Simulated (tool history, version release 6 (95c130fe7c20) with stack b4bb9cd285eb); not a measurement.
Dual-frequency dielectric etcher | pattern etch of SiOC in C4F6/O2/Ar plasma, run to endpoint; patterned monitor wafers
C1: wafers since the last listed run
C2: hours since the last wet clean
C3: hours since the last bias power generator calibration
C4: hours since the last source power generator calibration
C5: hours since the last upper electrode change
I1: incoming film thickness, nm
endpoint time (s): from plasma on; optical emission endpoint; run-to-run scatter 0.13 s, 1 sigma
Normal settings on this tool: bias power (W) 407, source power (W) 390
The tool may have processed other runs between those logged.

Run 1, hour 0: usual settings; C1 0; C2 231.9; C3 2485.3; C4 3600.4; C5 1954.9; I1 39.62. Result: endpoint time (s) 16.1.
Run 2, hour 65.2: usual settings; C1 623; C2 297.1; C3 2550.5; C4 3665.6; C5 2020.1; I1 39.91. Result: endpoint time (s) 16.1.
Run 3, hour 129.5: usual settings but bias power (W) 379; C1 615; C2 361.4; C3 2614.8; C4 3729.9; C5 2084.4; I1 39.42. Result: endpoint time (s) 16.4.
Run 4, hour 170.1: usual settings but bias power (W) 379; C1 388; C2 402; C3 2655.4; C4 3770.5; C5 2125; I1 39.3. Result: endpoint time (s) 16.7.
Run 5, hour 236.7: usual settings; C1 637; C2 468.6; C3 2722; C4 3837.1; C5 2191.6; I1 39.47. Result: endpoint time (s) 16.2.
Run 6, hour 277.1: usual settings; C1 386; C2 509; C3 2762.4; C4 3877.5; C5 2232; I1 39.5. Result: endpoint time (s) 16.1.
At hour 355.9: wet clean of the chamber.
Run 7, hour 425: usual settings; C1 1185; C2 69.1; C3 2910.3; C4 4025.4; C5 2379.9; I1 39.41. Result: endpoint time (s) 16.7.
Run 8, hour 473.1: usual settings; C1 460; C2 117.2; C3 2958.4; C4 4073.5; C5 2428; I1 39.65. Result: endpoint time (s) 17.
Run 9, hour 516.2: usual settings; C1 412; C2 160.3; C3 3001.5; C4 4116.6; C5 2471.1; I1 39.73. Result: endpoint time (s) 16.9.
Run 10, hour 568.1: usual settings; C1 496; C2 212.2; C3 3053.4; C4 4168.5; C5 2523; I1 39.64. Result: endpoint time (s) 17.
Run 11, hour 625.7: usual settings; C1 551; C2 269.8; C3 3111; C4 4226.1; C5 2580.6; I1 39.67. Result: endpoint time (s) 17.2.
At hour 676.1: wet clean of the chamber, repeated, since the last time left the tool worse.
At hour 711.3: source power generator calibrated.
At hour 715.8: bias power generator calibrated.
Run 12, hour 812.8: usual settings but bias power (W) 434, source power (W) 420; C1 1483; C2 136.7; C3 97; C4 101.5; C5 2767.7; I1 39.42. Result: endpoint time (s) 15.
Run 13, hour 854.6: usual settings but bias power (W) 434, source power (W) 420; C1 399; C2 178.5; C3 138.8; C4 143.3; C5 2809.5; I1 39.77. Result: endpoint time (s) 15.3.
Run 14, hour 892.3: usual settings but bias power (W) 371; C1 360; C2 216.2; C3 176.5; C4 181; C5 2847.2; I1 39.67. Result: endpoint time (s) 16.7.
Run 15, hour 933.1: usual settings but bias power (W) 371; C1 390; C2 257; C3 217.3; C4 221.8; C5 2888; I1 39.9. Result: endpoint time (s) 16.8.
Run 16, hour 970: usual settings but bias power (W) 361, source power (W) 360; C1 353; C2 293.9; C3 254.2; C4 258.7; C5 2924.9; I1 39.98. Result: endpoint time (s) 17.6.
Run 17, hour 1036.4: usual settings but source power (W) 360; C1 635; C2 360.3; C3 320.6; C4 325.1; C5 2991.3; I1 40. Result: endpoint time (s) 16.8.
Run 18, hour 1075.6: usual settings; C1 375; C2 399.5; C3 359.8; C4 364.3; C5 3030.5; I1 39.59. Result: endpoint time (s) 16.3.
At hour 1109.4: upper electrode replaced.
Run 19, hour 1114.4: usual settings but bias power (W) 308, source power (W) 430; C1 141; C2 438.3; C3 398.6; C4 403.1; C5 5; I1 40.04. Result: endpoint time (s) 17.9.
Run 20, hour 1173: usual settings but bias power (W) 484; C1 560; C2 496.9; C3 457.2; C4 461.7; C5 63.6; I1 39.48. Result: endpoint time (s) 15.
Run 21, hour 1244.2: usual settings but bias power (W) 486, source power (W) 300; C1 681; C2 568.1; C3 528.4; C4 532.9; C5 134.8; I1 39.76. Result: endpoint time (s) 16.6.
At hour 1292.8: wet clean of the chamber.
Run 22, hour 1293.3: usual settings but bias power (W) 488, source power (W) 440; C1 240; C2 0.5; C3 577.5; C4 582; C5 183.9; I1 39.53. Result: endpoint time (s) 14.1.
Run 23, hour 1350.8: usual settings but bias power (W) 378, source power (W) 420; C1 550; C2 58; C3 635; C4 639.5; C5 241.4; I1 39.66. Result: endpoint time (s) 16.
Run 24, hour 1417.8: usual settings; C1 640; C2 125; C3 702; C4 706.5; C5 308.4; I1 39.41. Result: endpoint time (s) 16.
Run 25, hour 1449.1: usual settings; C1 299; C2 156.3; C3 733.3; C4 737.8; C5 339.7; I1 39.66. Result: endpoint time (s) 16.2.
Run 26, hour 1475.6: usual settings but bias power (W) 453; C1 253; C2 182.8; C3 759.8; C4 764.3; C5 366.2; I1 39.47. Result: endpoint time (s) 15.2.
Run 27, hour 1527.1: usual settings but source power (W) 470; C1 492; C2 234.3; C3 811.3; C4 815.8; C5 417.7; I1 39.81. Result: endpoint time (s) 15.3.
Run 28, hour 1568.3: usual settings; C1 394; C2 275.5; C3 852.5; C4 857; C5 458.9; I1 39.21. Result: endpoint time (s) 16.1.
Run 29, hour 1627.5: usual settings; C1 566; C2 334.7; C3 911.7; C4 916.2; C5 518.1; I1 39.87. Result: endpoint time (s) 16.2.
Run 30, hour 1651.6: usual settings but bias power (W) 330; C1 230; C2 358.8; C3 935.8; C4 940.3; C5 542.2; I1 39.68. Result: endpoint time (s) 17.5.
Run 31, hour 1720.8: usual settings but bias power (W) 444; C1 662; C2 428; C3 1005; C4 1009.5; C5 611.4; I1 39.68. Result: endpoint time (s) 15.8.
Run 32, hour 1761.6: usual settings but source power (W) 420; C1 390; C2 468.8; C3 1045.8; C4 1050.3; C5 652.2; I1 39.74. Result: endpoint time (s) 15.9.
Run 33, hour 1858.9: usual settings but bias power (W) 454, source power (W) 490; C1 930; C2 566.1; C3 1143.1; C4 1147.6; C5 749.5; I1 40.1. Result: endpoint time (s) 14.9.
At hour 1896.3: wet clean of the chamber.
Run 34, hour 1927.2: usual settings but bias power (W) 501; C1 423; C2 30.9; C3 1211.4; C4 1215.9; C5 817.8; I1 39.32. Result: endpoint time (s) 14.6.

Had the tool no unlogged condition, and each run kept its random variation, what would the results have been?
Hidden state at play: etch rate over this chamber's usual, %; bias power that arrives over what is set, %; source power that arrives over what is set, %.
run  endpoint time (s)
  1               15.9
  2               15.8
  3                 16
  4               16.3
  5               15.8
  6               15.6
  7               15.8
  8                 16
  9               15.9
 10               15.9
 11                 16
 12                 15
 13               15.2
 14               16.5
 15               16.6
 16               17.3
 17               16.5
 18                 16
 19               17.5
 20               14.7
 21               16.1
 22               14.1
 23               15.9
 24               15.9
 25                 16
 26               15.1
 27               15.1
 28               15.8
 29                 16
 30               17.1
 31               15.5
 32               15.5
 33               14.5
 34               14.6
